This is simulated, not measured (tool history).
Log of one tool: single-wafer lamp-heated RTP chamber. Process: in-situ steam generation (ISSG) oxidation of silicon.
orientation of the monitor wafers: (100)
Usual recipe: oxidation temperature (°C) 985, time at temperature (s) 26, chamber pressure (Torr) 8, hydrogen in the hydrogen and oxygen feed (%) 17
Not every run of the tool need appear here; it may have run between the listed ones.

run   hour  oxidation temperature (°C)  time at temperature (s)  chamber pressure (Torr)  hydrogen in the hydrogen and oxygen feed (%)  read-back reference wafer on the same gauge, thickness  oxide thickness on the monitor wafer (Å)
  1      0                         985                       26                        8                                            17                                                    6.83                                     59.25
  2   44.9                         985                       26                        8                                            17                                                   6.793                                     59.33
  3   97.7                         985                       26                        8                                            17                                                   6.794                                     58.84
  4  146.4                         985                       26                        8                                            17                                                    6.82                                     59.84
  5  207.6                         985                       26                        8                                            17                                                     6.8                                     58.99
     236.5  -- pyrometer window cleaned and pyrometer calibrated
  6  245.1                         985                       26                        8                                            17                                                   6.809                                     58.87
     279.1  -- pressure gauge zeroed
  7  279.6                         985                       26                        8                                            17                                                   6.817                                     59.31
     303.1  -- hydrogen flow controller replaced
  8  324.1                         985                       26                        8                                            17                                                   6.812                                     59.39
     365.1  -- gauge calibrated
  9  365.2                         996                       26                        8                                            17                                                    6.82                                     61.51
 10  430.2                         985                       26                        8                                            17                                                   6.808                                     59.43
 11  462.3                         985                       26                        9                                            17                                                   6.799                                     58.93
 12  509.8                         976                       26                      6.9                                            17                                                     6.8                                      56.6
 13  549.5                         985                       16                        8                                            17                                                   6.816                                     47.26
 14  586.9                         966                       36                      7.1                                            11                                                   6.812                                     58.41
 15  633.9                         976                       34                        8                                            17                                                   6.818                                     65.14

Each row is a separate what-if for the run after 15, all from the same tool condition, not one after another. Results?
  A  634.3                         985                       26                        8                                            11                                                       ?                                         ?
  B  634.3                         968                       26                        8                                            17                                                       ?                                         ?
  C  634.3                         992                       26                        8                                            17                                                       ?                                         ?
  D  634.3                         985                       33                      6.9                                            17                                                       ?                                         ?

run  read-back reference wafer on the same gauge, thickness  oxide thickness on the monitor wafer (Å)
  A                                                   6.805                                     54.14
  B                                                   6.805                                     55.58
  C                                                   6.805                                     60.98
  D                                                   6.805                                     66.16
Without the tool's hidden state the same runs would have given:
run  oxide thickness on the monitor wafer (Å)
  A                                     54.14
  B                                     55.58
  C                                     60.98
  D                                     66.16

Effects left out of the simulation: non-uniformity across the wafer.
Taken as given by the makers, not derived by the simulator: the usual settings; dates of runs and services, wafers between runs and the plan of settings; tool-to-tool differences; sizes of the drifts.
